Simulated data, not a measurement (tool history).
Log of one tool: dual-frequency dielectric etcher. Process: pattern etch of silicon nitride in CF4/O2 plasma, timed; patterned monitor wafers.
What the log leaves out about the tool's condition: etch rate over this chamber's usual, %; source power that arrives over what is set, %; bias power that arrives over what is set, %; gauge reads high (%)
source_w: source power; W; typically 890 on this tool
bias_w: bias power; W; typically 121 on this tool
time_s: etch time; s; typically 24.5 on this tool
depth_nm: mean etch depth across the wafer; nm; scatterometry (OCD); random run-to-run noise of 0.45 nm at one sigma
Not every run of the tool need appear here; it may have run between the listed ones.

run,hour,source_w,bias_w,time_s,wafers since the last listed run,hours since the last wet clean,hours since the last source power generator calibration,hours since the last bias power generator calibration,hours since the last upper electrode change,hours since the gauge calibration,"read-back reference wafer on the same gauge, depth_nm",depth_nm
1,0.0,890,121,24.5,0,639.1,50.6,3074.5,1211.9,1112.0,70.5,76.6
# hour 72.4: wet clean of the chamber
2,72.9,890,121,24.5,829,0.5,123.5,3147.4,1284.8,1184.9,70.4,71.8
3,136.0,890,121,24.5,1069,63.6,186.6,3210.5,1347.9,1248.0,70.4,71.1
4,202.5,740,100,24.5,1127,130.1,253.1,3277.0,1414.4,1314.5,70.5,57.4
5,243.9,740,100,24.5,701,171.5,294.5,3318.4,1455.8,1355.9,70.4,57.3
6,269.2,950,121,24.5,428,196.8,319.8,3343.7,1481.1,1381.2,70.5,77.4
7,326.2,950,121,24.5,966,253.8,376.8,3400.7,1538.1,1438.2,70.5,78.1
8,388.0,740,100,24.5,1047,315.6,438.6,3462.5,1599.9,1500.0,70.4,58.0
9,415.4,950,121,19.5,464,343.0,466.0,3489.9,1627.3,1527.4,70.5,62.2
# hour 445.1: gauge calibrated
10,466.3,770,148,27.5,863,393.9,516.9,3540.8,1678.2,21.2,70.5,73.4
11,533.9,770,148,27.5,1146,461.5,584.5,3608.4,1745.8,88.8,70.3,73.5
12,562.6,890,121,24.5,486,490.2,613.2,3637.1,1774.5,117.5,70.5,74.4
# hour 610.6: upper electrode replaced
13,628.9,890,121,24.5,717,556.5,679.5,3703.4,18.3,183.8,70.5,73.1
# hour 663.9: wet clean of the chamber
14,678.9,890,121,21.5,440,15.0,729.5,3753.4,68.3,233.8,70.5,62.4
15,727.2,800,104,30.5,818,63.3,777.8,3801.7,116.6,282.1,70.6,77.5

For run 16, what comes out?
16,760.3,810,134,30.5,561,96.4,810.9,3834.8,149.7,315.2,?,?

read-back reference wafer on the same gauge, depth_nm: 70.6
depth_nm: 83.1 nm
Take away the tool's hidden state, keep the run-to-run variation as it was, and the same run would have given depth_nm 84.4 nm.

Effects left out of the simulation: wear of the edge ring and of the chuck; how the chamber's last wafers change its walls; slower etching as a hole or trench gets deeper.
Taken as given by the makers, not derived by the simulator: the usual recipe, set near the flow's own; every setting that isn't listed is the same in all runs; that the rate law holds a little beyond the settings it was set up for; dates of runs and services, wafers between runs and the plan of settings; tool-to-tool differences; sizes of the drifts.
